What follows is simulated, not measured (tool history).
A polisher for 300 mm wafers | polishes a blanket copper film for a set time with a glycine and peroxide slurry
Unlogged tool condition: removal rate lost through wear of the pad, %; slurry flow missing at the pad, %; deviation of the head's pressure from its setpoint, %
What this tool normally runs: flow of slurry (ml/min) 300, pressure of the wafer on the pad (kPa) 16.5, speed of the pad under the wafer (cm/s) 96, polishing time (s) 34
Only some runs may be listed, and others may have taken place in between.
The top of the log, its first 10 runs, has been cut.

| run | hour | flow of slurry (ml/min) | pressure of the wafer on the pad (kPa) | speed of the pad under the wafer (cm/s) | polishing time (s) | wafers since the last listed run | wafers polished on this pad | hours since the slurry nozzle was cleaned | hours since the head pressure was calibrated | incoming thickness of the incoming film, nm | film removed (Å) |
|---|---|---|---|---|---|---|---|---|---|---|---|
| 11 | 531.5 | 300 | 16.5 | 96 | 34 | 803 | 4775 | 213.4 | 143.7 | 1587.6 | 1779 |
|  | 558.4 | worn pad replaced by a new one |
| 12 | 560.8 | 300 | 16.5 | 96 | 34 | 376 | 35 | 242.7 | 173.0 | 1561.3 | 1762 |
| 13 | 629.6 | 300 | 16.5 | 96 | 34 | 1023 | 1059 | 311.5 | 241.8 | 1558.0 | 1736 |
|  | 645.8 | slurry nozzle cleaned |
| 14 | 691.4 | 300 | 16.5 | 96 | 34 | 904 | 1963 | 45.6 | 303.6 | 1537.9 | 1822 |
|  | 696.3 | head pressure recalibrated |
| 15 | 758.0 | 300 | 16.5 | 96 | 34 | 961 | 2925 | 112.2 | 61.7 | 1571.9 | 1805 |
| 16 | 792.8 | 300 | 16.5 | 96 | 24 | 517 | 3442 | 147.0 | 96.5 | 1560.2 | 1262 |
|  | 888.9 | worn pad replaced by a new one |
| 17 | 936.9 | 300 | 16.5 | 96 | 24 | 2084 | 714 | 291.1 | 240.6 | 1548.1 | 1230 |
|  | 975.1 | slurry nozzle cleaned |
| 18 | 976.6 | 250 | 16.5 | 128 | 34 | 575 | 1290 | 1.5 | 280.3 | 1542.3 | 2225 |
| 19 | 1003.9 | 300 | 12.4 | 96 | 27 | 406 | 1696 | 28.8 | 307.6 | 1560.4 | 1141 |
| 20 | 1043.9 | 235 | 22.1 | 96 | 34 | 595 | 2291 | 68.8 | 347.6 | 1535.1 | 2233 |
|  | 1046.3 | head pressure recalibrated |
| 21 | 1114.8 | 300 | 16.5 | 96 | 34 | 1025 | 3316 | 139.7 | 68.5 | 1551.9 | 1765 |
| 22 | 1162.5 | 300 | 13.8 | 96 | 39 | 709 | 4026 | 187.4 | 116.2 | 1554.7 | 1753 |
| 23 | 1231.8 | 225 | 19.3 | 84 | 34 | 1031 | 5057 | 256.7 | 185.5 | 1567.8 | 1759 |
|  | 1247.1 | worn pad replaced by a new one |
|  | 1291.4 | slurry nozzle cleaned |
| 24 | 1296.1 | 250 | 18.6 | 96 | 34 | 882 | 713 | 4.7 | 249.8 | 1575.7 | 1965 |
| 25 | 1337.9 | 300 | 16.5 | 96 | 45 | 621 | 1335 | 46.5 | 291.6 | 1532.7 | 2366 |
| 26 | 1371.8 | 300 | 16.5 | 68 | 41 | 504 | 1839 | 80.4 | 325.5 | 1547.9 | 1695 |
|  | 1380.3 | head pressure recalibrated |
| 27 | 1411.7 | 300 | 22.1 | 96 | 34 | 563 | 2403 | 120.3 | 31.4 | 1544.2 | 2260 |
| 28 | 1435.7 | 300 | 16.5 | 96 | 34 | 357 | 2760 | 144.3 | 55.4 | 1547.0 | 1788 |
| 29 | 1463.4 | 270 | 18.6 | 96 | 29 | 412 | 3172 | 172.0 | 83.1 | 1593.2 | 1662 |
| 30 | 1520.7 | 300 | 13.8 | 96 | 34 | 852 | 4025 | 229.3 | 140.4 | 1565.8 | 1525 |
|  | 1560.2 | worn pad replaced by a new one |
|  | 1564.6 | slurry nozzle cleaned |
| 31 | 1572.5 | 300 | 16.5 | 96 | 34 | 696 | 168 | 7.9 | 192.2 | 1548.9 | 1816 |

What if the next run were any one of these 4? Each begins from the tool's condition after run 31:
| A | 1572.9 | 340 | 16.5 | 96 | 34 | 5 | 174 | 8.3 | 192.6 | 1563.3 | ? |
| B | 1572.9 | 300 | 16.5 | 116 | 45 | 5 | 174 | 8.3 | 192.6 | 1563.3 | ? |
| C | 1572.9 | 300 | 16.5 | 66 | 34 | 5 | 174 | 8.3 | 192.6 | 1563.3 | ? |
| D | 1572.9 | 385 | 16.5 | 96 | 34 | 5 | 174 | 8.3 | 192.6 | 1563.3 | ? |

| run | film removed (Å) |
|---|---|
| A | 1809 |
| B | 2755 |
| C | 1369 |
| D | 1821 |
What these runs would have given with no unlogged condition in the tool:
| run | film removed (Å) |
|---|---|
| A | 1815 |
| B | 2764 |
| C | 1374 |
| D | 1826 |
